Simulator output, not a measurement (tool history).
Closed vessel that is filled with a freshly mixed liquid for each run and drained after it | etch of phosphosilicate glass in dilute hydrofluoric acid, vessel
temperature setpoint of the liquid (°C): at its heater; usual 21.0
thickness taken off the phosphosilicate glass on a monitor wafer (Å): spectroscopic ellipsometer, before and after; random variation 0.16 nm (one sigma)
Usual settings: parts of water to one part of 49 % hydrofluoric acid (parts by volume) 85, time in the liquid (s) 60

| run | day | temperature setpoint of the liquid (°C) | parts of water to one part of 49 % hydrofluoric acid (parts by volume) | time in the liquid (s) | wafers since the last listed run | hours since the thermometer was replaced | hours since the hydrofluoric acid flow meter was replaced | hours since the gauge calibration | read-back film thickness of the phosphosilicate glass reference wafer, read on the same gauge (nm) | thickness taken off the phosphosilicate glass on a monitor wafer (Å) |
|---|---|---|---|---|---|---|---|---|---|---|
| 1 | 0.000 | 21.0 | 85 | 60 | 0 | 1919.3 | 776.0 | 288.3 | 40.01 | 479.7 |
| 2 | 0.375 | 21.0 | 85 | 60 | 1053 | 1928.3 | 785.0 | 297.3 | 40.02 | 484.7 |
| 3 | 0.996 | 21.0 | 85 | 60 | 1744 | 1943.2 | 799.9 | 312.2 | 40.01 | 485.0 |
| 4 | 1.488 | 21.0 | 85 | 50 | 1381 | 1955.0 | 811.7 | 324.0 | 39.98 | 403.6 |
| 5 | 1.925 | 21.0 | 85 | 50 | 1229 | 1965.5 | 822.2 | 334.5 | 40.01 | 405.2 |
| 6 | 2.412 | 21.0 | 85 | 60 | 1370 | 1977.2 | 833.9 | 346.2 | 40.01 | 483.0 |
| 7 | 2.933 | 21.0 | 85 | 60 | 1463 | 1989.7 | 846.4 | 358.7 | 39.97 | 484.3 |
| 8 | 3.612 | 21.0 | 85 | 60 | 1908 | 2006.0 | 862.7 | 375.0 | 39.98 | 485.3 |
| 9 | 4.342 | 21.0 | 85 | 60 | 2049 | 2023.5 | 880.2 | 392.5 | 39.99 | 485.6 |
| 10 | 4.629 | 21.0 | 85 | 60 | 808 | 2030.4 | 887.1 | 399.4 | 40.02 | 486.6 |
| 11 | 5.162 | 17.5 | 110 | 30 | 1498 | 2043.2 | 899.9 | 412.2 | 39.98 | 157.1 |
| 12 | 5.546 | 21.0 | 85 | 60 | 1077 | 2052.4 | 909.1 | 421.4 | 40.03 | 485.2 |
| 13 | 6.046 | 21.0 | 85 | 60 | 1405 | 2064.4 | 921.1 | 433.4 | 40.01 | 487.2 |
| 14 | 6.767 | 21.0 | 85 | 60 | 2025 | 2081.7 | 938.4 | 450.7 | 39.98 | 484.6 |
| 15 | 7.092 | 17.0 | 110 | 90 | 913 | 2089.5 | 946.2 | 458.5 | 40.00 | 466.7 |
|  | 7.096 | gauge calibrated |
| 16 | 7.483 | 17.0 | 85 | 45 | 1100 | 2098.9 | 955.6 | 9.3 | 40.01 | 308.5 |
|  | 7.704 | thermometer replaced |
| 17 | 7.812 | 21.0 | 85 | 60 | 808 | 2.6 | 963.5 | 17.2 | 39.97 | 450.1 |
| 18 | 8.454 | 25.5 | 110 | 45 | 1803 | 18.0 | 978.9 | 32.6 | 40.00 | 301.7 |
| 19 | 10.346 | 21.0 | 45 | 45 | 5316 | 63.4 | 1024.3 | 78.0 | 40.00 | 668.9 |
| 20 | 10.629 | 21.0 | 65 | 35 | 796 | 70.2 | 1031.1 | 84.8 | 39.99 | 352.1 |
| 21 | 11.317 | 23.0 | 85 | 30 | 1932 | 86.7 | 1047.6 | 101.3 | 40.01 | 244.7 |
| 22 | 11.912 | 21.0 | 85 | 30 | 1674 | 101.0 | 1061.9 | 115.6 | 39.95 | 225.9 |
| 23 | 12.583 | 21.0 | 45 | 70 | 1885 | 117.1 | 1078.0 | 131.7 | 40.00 | 1032.8 |
|  | 12.721 | hydrofluoric acid flow meter replaced |
| 24 | 13.883 | 17.0 | 85 | 50 | 3536 | 148.3 | 27.9 | 162.9 | 40.03 | 316.4 |
| 25 | 14.379 | 25.5 | 50 | 50 | 1393 | 160.2 | 39.8 | 174.8 | 40.00 | 803.6 |
| 26 | 14.850 | 21.0 | 85 | 60 | 1323 | 171.5 | 51.1 | 186.1 | 39.99 | 449.0 |
| 27 | 15.775 | 21.0 | 85 | 60 | 2599 | 193.7 | 73.3 | 208.3 | 40.01 | 453.9 |
| 28 | 16.475 | 17.0 | 110 | 60 | 1967 | 210.5 | 90.1 | 225.1 | 40.02 | 286.7 |
| 29 | 16.904 | 21.0 | 85 | 60 | 1206 | 220.8 | 100.4 | 235.4 | 40.00 | 448.7 |
| 30 | 17.525 | 17.5 | 85 | 70 | 1744 | 235.7 | 115.3 | 250.3 | 40.01 | 456.5 |
| 31 | 18.071 | 18.5 | 55 | 80 | 1534 | 248.8 | 128.4 | 263.4 | 39.99 | 865.3 |
| 32 | 18.775 | 24.5 | 110 | 35 | 1979 | 265.7 | 145.3 | 280.3 | 39.98 | 228.1 |
| 33 | 19.462 | 21.0 | 85 | 35 | 1932 | 282.2 | 161.8 | 296.8 | 40.01 | 263.7 |

Forecast each of these 3 alternatives for the next run:
| A | 19.492 | 21.0 | 85 | 80 | 81 | 282.9 | 162.5 | 297.5 | ? | ? |
| B | 19.492 | 19.0 | 85 | 60 | 81 | 282.9 | 162.5 | 297.5 | ? | ? |
| C | 19.492 | 21.0 | 110 | 60 | 81 | 282.9 | 162.5 | 297.5 | ? | ? |

| run | read-back film thickness of the phosphosilicate glass reference wafer, read on the same gauge (nm) | thickness taken off the phosphosilicate glass on a monitor wafer (Å) |
|---|---|---|
| A | 39.97 | 605.5 |
| B | 39.97 | 418.1 |
| C | 39.97 | 340.9 |
Without the tool's hidden state the same runs would have given:
| run | thickness taken off the phosphosilicate glass on a monitor wafer (Å) |
|---|---|
| A | 597.6 |
| B | 412.5 |
| C | 336.5 |
